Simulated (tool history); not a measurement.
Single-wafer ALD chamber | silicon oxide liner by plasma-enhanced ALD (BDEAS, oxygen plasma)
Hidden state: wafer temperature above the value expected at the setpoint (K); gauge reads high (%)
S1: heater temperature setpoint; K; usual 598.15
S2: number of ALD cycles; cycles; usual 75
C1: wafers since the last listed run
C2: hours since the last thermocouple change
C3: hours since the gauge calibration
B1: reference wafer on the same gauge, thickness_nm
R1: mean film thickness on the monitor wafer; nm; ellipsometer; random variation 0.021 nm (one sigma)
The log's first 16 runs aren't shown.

Run 17, hour 1067.6: usual settings but S1 611.15 K, S2 86 cycles; C1 414; C2 320.9; C3 213.7; B1 5.134. Result: R1 7.127 nm.
Run 18, hour 1112.1: usual settings; C1 233; C2 365.4; C3 258.2; B1 5.146. Result: R1 6.426 nm.
Run 19, hour 1138.4: usual settings; C1 137; C2 391.7; C3 284.5; B1 5.157. Result: R1 6.372 nm.
Run 20, hour 1167.0: usual settings; C1 149; C2 420.3; C3 313.1; B1 5.161. Result: R1 6.361 nm.
Run 21, hour 1219.4: usual settings but S1 585.15 K, S2 84 cycles; C1 274; C2 472.7; C3 365.5; B1 5.172. Result: R1 7.353 nm.
Run 22, hour 1283.3: usual settings but S1 590.15 K; C1 334; C2 536.6; C3 429.4; B1 5.183. Result: R1 6.547 nm.
Run 23, hour 1355.3: usual settings but S1 604.15 K, S2 62 cycles; C1 377; C2 608.6; C3 501.4; B1 5.197. Result: R1 5.282 nm.
Run 24, hour 1416.9: usual settings but S2 62 cycles; C1 322; C2 670.2; C3 563.0; B1 5.210. Result: R1 5.340 nm.
Run 25, hour 1450.9: usual settings but S1 610.15 K; C1 178; C2 704.2; C3 597.0; B1 5.209. Result: R1 6.337 nm.
Run 26, hour 1614.1: usual settings but S1 590.15 K, S2 68 cycles; C1 855; C2 867.4; C3 760.2; B1 5.226. Result: R1 5.992 nm.
Run 27, hour 1683.4: usual settings; C1 363; C2 936.7; C3 829.5; B1 5.235. Result: R1 6.491 nm.
Run 28, hour 1739.8: usual settings; C1 295; C2 993.1; C3 885.9; B1 5.242. Result: R1 6.459 nm.
Run 29, hour 1785.7: usual settings but S1 593.15 K, S2 70 cycles; C1 240; C2 1039.0; C3 931.8; B1 5.237. Result: R1 6.155 nm.
Run 30, hour 1839.7: usual settings but S1 612.15 K; C1 282; C2 1093.0; C3 985.8; B1 5.250. Result: R1 6.368 nm.
Run 31, hour 1877.9: usual settings but S2 69 cycles; C1 200; C2 1131.2; C3 1024.0; B1 5.241. Result: R1 5.971 nm.
Run 32, hour 1935.1: usual settings; C1 299; C2 1188.4; C3 1081.2; B1 5.251. Result: R1 6.496 nm.

Forecast each of these 3 alternatives for the next run:
Run A, hour 1935.6: usual settings; C1 2; C2 1188.9; C3 1081.7; B1 ?. Result: R1 ?.
Run B, hour 1935.6: usual settings but S2 85 cycles; C1 2; C2 1188.9; C3 1081.7; B1 ?. Result: R1 ?.
Run C, hour 1935.6: usual settings but S1 590.15 K, S2 81 cycles; C1 2; C2 1188.9; C3 1081.7; B1 ?. Result: R1 ?.

run     B1     R1
  A  5.253  6.541
  B  5.253  7.413
  C  5.253  7.157
Without the tool's hidden state the same runs would have given:
run     R1
  A  6.319
  B  7.161
  C  6.915
